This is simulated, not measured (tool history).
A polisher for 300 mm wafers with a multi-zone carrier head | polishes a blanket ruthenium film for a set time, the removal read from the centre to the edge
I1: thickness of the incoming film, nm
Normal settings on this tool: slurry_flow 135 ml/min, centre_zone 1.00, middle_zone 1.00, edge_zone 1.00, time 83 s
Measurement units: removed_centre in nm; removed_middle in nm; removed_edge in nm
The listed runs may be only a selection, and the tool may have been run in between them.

Run 1, day 0.000: usual settings but edge_zone 0.94, time 65 s; I1 594.5. Result: removed_centre 95.2 nm, removed_middle 89.9 nm, removed_edge 84.7 nm.
Run 2, day 0.846: usual settings but edge_zone 0.94, time 65 s; I1 590.9. Result: removed_centre 97.4 nm, removed_middle 89.7 nm, removed_edge 84.9 nm.
At day 1.021: worn pad replaced by a new one.
Run 3, day 2.042: usual settings but edge_zone 0.94, time 65 s; I1 592.5. Result: removed_centre 98.7 nm, removed_middle 88.4 nm, removed_edge 84.1 nm.
Run 4, day 3.104: usual settings; I1 594.0. Result: removed_centre 125.2 nm, removed_middle 114.9 nm, removed_edge 109.2 nm.
Run 5, day 4.179: usual settings but time 71 s; I1 591.1. Result: removed_centre 106.9 nm, removed_middle 97.4 nm, removed_edge 95.1 nm.
At day 4.404: worn pad replaced by a new one.
Run 6, day 6.800: usual settings; I1 576.6. Result: removed_centre 128.2 nm, removed_middle 115.4 nm, removed_edge 112.1 nm.
Run 7, day 7.658: usual settings; I1 597.8. Result: removed_centre 126.8 nm, removed_middle 114.9 nm, removed_edge 112.0 nm.
At day 8.042: worn pad replaced by a new one.
Run 8, day 8.571: usual settings; I1 590.9. Result: removed_centre 127.7 nm, removed_middle 115.8 nm, removed_edge 112.8 nm.
At day 9.433: carrier head's membrane replaced by a new one.
Run 9, day 9.462: usual settings but middle_zone 0.94, edge_zone 0.90, time 94 s; I1 587.8. Result: removed_centre 143.4 nm, removed_middle 123.2 nm, removed_edge 120.3 nm.
At day 9.596: centre zone pressure recalibrated.
Run 10, day 10.346: usual settings but edge_zone 0.90; I1 596.0. Result: removed_centre 99.7 nm, removed_middle 115.2 nm, removed_edge 105.4 nm.
Run 11, day 11.179: usual settings but time 60 s; I1 594.5. Result: removed_centre 70.7 nm, removed_middle 84.2 nm, removed_edge 80.7 nm.
At day 11.300: slurry nozzle cleaned.
At day 11.500: edge zone pressure recalibrated.
At day 11.683: worn pad replaced by a new one.
Run 12, day 12.262: usual settings but edge_zone 0.94, time 65 s; I1 579.8. Result: removed_centre 76.8 nm, removed_middle 89.6 nm, removed_edge 84.9 nm.
At day 13.217: centre zone pressure recalibrated, repeated, since the last time left the tool worse.
Run 13, day 13.583: usual settings but centre_zone 1.05, middle_zone 0.93, time 66 s; I1 585.6. Result: removed_centre 97.6 nm, removed_middle 85.9 nm, removed_edge 90.6 nm.
At day 14.921: worn pad replaced by a new one.
Run 14, day 14.942: usual settings; I1 592.2. Result: removed_centre 115.5 nm, removed_middle 114.4 nm, removed_edge 113.4 nm.
Run 15, day 15.888: usual settings but centre_zone 0.90, middle_zone 0.92, edge_zone 1.04, time 73 s; I1 590.4. Result: removed_centre 92.3 nm, removed_middle 93.3 nm, removed_edge 99.5 nm.
Run 16, day 16.821: usual settings but centre_zone 0.96; I1 582.9. Result: removed_centre 108.9 nm, removed_middle 116.4 nm, removed_edge 110.5 nm.
Run 17, day 17.817: usual settings but middle_zone 1.08, time 58 s; I1 602.8. Result: removed_centre 81.4 nm, removed_middle 84.9 nm, removed_edge 79.3 nm.

What the log doesn't show, run by run:
removal rate lost through wear of the pad, %: 0 across all the runs
slurry flow missing at the pad, %: 0 across all the runs
deviation of the edge zone's pressure from its setpoint, %: 0 across all the runs
H1: deviation of the centre zone's pressure from its setpoint, %
run      H1
  1    5.84
  2    6.19
  3     6.7
  4    7.18
  5    7.68
  6    8.99
  7    9.44
  8    9.93
  9    10.4
 10   -15.6
 11   -15.6
 12   -15.5
 13   0.018
 14  0.0415
 15   0.076
 16   0.124
 17   0.192
